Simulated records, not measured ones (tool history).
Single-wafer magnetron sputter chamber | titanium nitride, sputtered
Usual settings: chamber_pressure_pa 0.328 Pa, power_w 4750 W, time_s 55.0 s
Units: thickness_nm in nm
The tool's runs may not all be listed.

run	hour	chamber_pressure_pa	power_w	time_s	wafers since the last listed run	wafers on the sputter target	hours since the last manometer calibration	hours since the magnet pack was replaced	hours since the gauge calibration	read-back reference wafer on the same gauge, thickness_nm	thickness_nm
1	0.0	0.281	4750	55.0	0	6762	507.1	8554.3	49.0	54.464	47.094
# hour 47.9: sputter target and shields replaced
2	69.7	0.281	4750	55.0	1415	499	576.8	8624.0	118.7	54.505	47.945
3	144.2	0.281	4750	55.0	1709	2208	651.3	8698.5	193.2	54.528	47.422
4	193.1	0.328	4200	55.0	1121	3330	700.2	8747.4	242.1	54.475	40.937
5	288.4	0.328	4200	55.0	2186	5517	795.5	8842.7	337.4	54.487	40.789
6	377.4	0.328	4200	55.0	2041	7559	884.5	8931.7	426.4	54.497	40.537
# hour 414.7: sputter target and shields replaced
7	461.2	0.328	4750	55.0	1739	1067	968.3	9015.5	510.2	54.460	46.637
8	541.4	0.328	4750	55.0	1840	2907	1048.5	9095.7	590.4	54.446	46.078
9	586.0	0.328	5350	55.0	1023	3930	1093.1	9140.3	635.0	54.495	51.833
10	644.4	0.328	5350	55.0	1339	5270	1151.5	9198.7	693.4	54.487	51.655
# hour 707.9: sputter target and shields replaced
11	728.1	0.328	5350	55.0	1736	463	1235.2	9282.4	777.1	54.513	52.893
12	775.7	0.328	5350	55.0	1092	1555	1282.8	9330.0	824.7	54.502	52.384
# hour 875.6: magnet pack replaced
13	876.1	0.198	5300	50.1	2119	3675	1383.2	0.5	925.1	54.507	49.595
# hour 924.5: gauge calibrated
14	943.7	0.292	4750	55.0	1550	5226	1450.8	68.1	19.2	54.494	46.641
# hour 1024.2: capacitance manometer re-zeroed and calibrated
# hour 1038.8: sputter target and shields replaced
15	1039.3	0.244	5050	50.0	1826	12	15.1	163.7	114.8	54.490	47.729
16	1075.6	0.328	4750	55.0	832	845	51.4	200.0	151.1	54.526	47.392
17	1154.5	0.421	3700	49.1	1810	2655	130.3	278.9	230.0	54.493	31.407
18	1223.9	0.328	4750	55.0	1592	4247	199.7	348.3	299.4	54.485	46.723
19	1319.1	0.328	4750	48.7	2184	6431	294.9	443.5	394.6	54.564	40.969
# hour 1351.8: sputter target and shields replaced
20	1367.8	0.404	4750	44.5	933	366	343.6	492.2	443.3	54.536	37.263
21	1466.3	0.248	4750	49.6	2259	2626	442.1	590.7	541.8	54.482	43.423
22	1504.6	0.363	3800	51.4	878	3505	480.4	629.0	580.1	54.497	34.024
23	1606.9	0.440	5300	50.1	2347	5852	582.7	731.3	682.4	54.524	44.494

Measured less the same run without the tool's hidden state. The same run-to-run variation is in both; the gauge's scatter may not be:
The hidden state here: deposition rate above that of a new target (%); true argon pressure above the setpoint (%); gauge reads high (%).
run	thickness_nm
1	-1.740
2	-0.629
3	-1.264
4	-1.355
5	-1.580
6	-1.670
7	-1.152
8	-1.659
9	-2.051
10	-2.197
11	-0.988
12	-1.478
13	-1.690
14	-1.905
15	+0.038
16	-0.414
17	-0.729
18	-1.386
19	-1.437
20	-0.479
21	-1.182
22	-1.157
23	-1.888
